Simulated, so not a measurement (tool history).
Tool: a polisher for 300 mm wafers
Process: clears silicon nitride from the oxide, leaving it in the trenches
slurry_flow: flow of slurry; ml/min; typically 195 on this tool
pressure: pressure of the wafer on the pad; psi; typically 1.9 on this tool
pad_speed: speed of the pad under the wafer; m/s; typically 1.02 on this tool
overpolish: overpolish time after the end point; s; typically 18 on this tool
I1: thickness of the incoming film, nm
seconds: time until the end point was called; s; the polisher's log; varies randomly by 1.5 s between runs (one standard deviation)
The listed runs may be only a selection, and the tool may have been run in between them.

{"run": 1, "day": 0.0, "slurry_flow": 195, "pressure": 1.9, "pad_speed": 1.02, "overpolish": 18, "I1": 70.9, "seconds": 102.8}
{"run": 2, "day": 1.85, "slurry_flow": 195, "pressure": 1.9, "pad_speed": 1.02, "overpolish": 18, "I1": 70.3, "seconds": 103.7}
{"day": 2.392, "done": "head pressure recalibrated"}
{"day": 4.333, "done": "slurry nozzle cleaned"}
{"run": 3, "day": 4.388, "slurry_flow": 195, "pressure": 1.9, "pad_speed": 1.02, "overpolish": 18, "I1": 69.6, "seconds": 102.4}
{"run": 4, "day": 6.283, "slurry_flow": 240, "pressure": 1.6, "pad_speed": 1.02, "overpolish": 18, "I1": 70, "seconds": 123.5}
{"day": 9.696, "done": "worn pad replaced by a new one"}
{"run": 5, "day": 11.804, "slurry_flow": 195, "pressure": 1.9, "pad_speed": 1.02, "overpolish": 11, "I1": 70.1, "seconds": 101}
{"run": 6, "day": 14.908, "slurry_flow": 195, "pressure": 1.9, "pad_speed": 1.02, "overpolish": 11, "I1": 69, "seconds": 96.1}
{"run": 7, "day": 17.688, "slurry_flow": 195, "pressure": 1.9, "pad_speed": 1.02, "overpolish": 11, "I1": 71.3, "seconds": 102.5}
{"day": 23.171, "done": "slurry nozzle cleaned"}
{"run": 8, "day": 26.675, "slurry_flow": 195, "pressure": 1.9, "pad_speed": 0.86, "overpolish": 18, "I1": 70.1, "seconds": 115.6}
{"day": 30.396, "done": "worn pad replaced by a new one"}
{"run": 9, "day": 30.992, "slurry_flow": 140, "pressure": 1.9, "pad_speed": 1.02, "overpolish": 18, "I1": 71.1, "seconds": 105.6}
{"run": 10, "day": 34.167, "slurry_flow": 140, "pressure": 1.9, "pad_speed": 1.02, "overpolish": 18, "I1": 69.7, "seconds": 103.9}
{"run": 11, "day": 40.533, "slurry_flow": 195, "pressure": 1.9, "pad_speed": 1.02, "overpolish": 18, "I1": 70.8, "seconds": 102.2}
{"day": 42.417, "done": "slurry nozzle cleaned"}
{"day": 43.779, "done": "head pressure recalibrated"}
{"run": 12, "day": 43.838, "slurry_flow": 215, "pressure": 1.9, "pad_speed": 1.02, "overpolish": 18, "I1": 70.4, "seconds": 101}
{"run": 13, "day": 48.029, "slurry_flow": 215, "pressure": 1.9, "pad_speed": 1.02, "overpolish": 18, "I1": 69.3, "seconds": 101.7}

Predict the results of run 14:
{"run": 14, "day": 49.738, "slurry_flow": 220, "pressure": 2.6, "pad_speed": 1.02, "overpolish": 23, "I1": 68.8, "seconds": "?"}

seconds: 73.7 s
With no hidden state in the tool, this same run would have given seconds 68.7 s.

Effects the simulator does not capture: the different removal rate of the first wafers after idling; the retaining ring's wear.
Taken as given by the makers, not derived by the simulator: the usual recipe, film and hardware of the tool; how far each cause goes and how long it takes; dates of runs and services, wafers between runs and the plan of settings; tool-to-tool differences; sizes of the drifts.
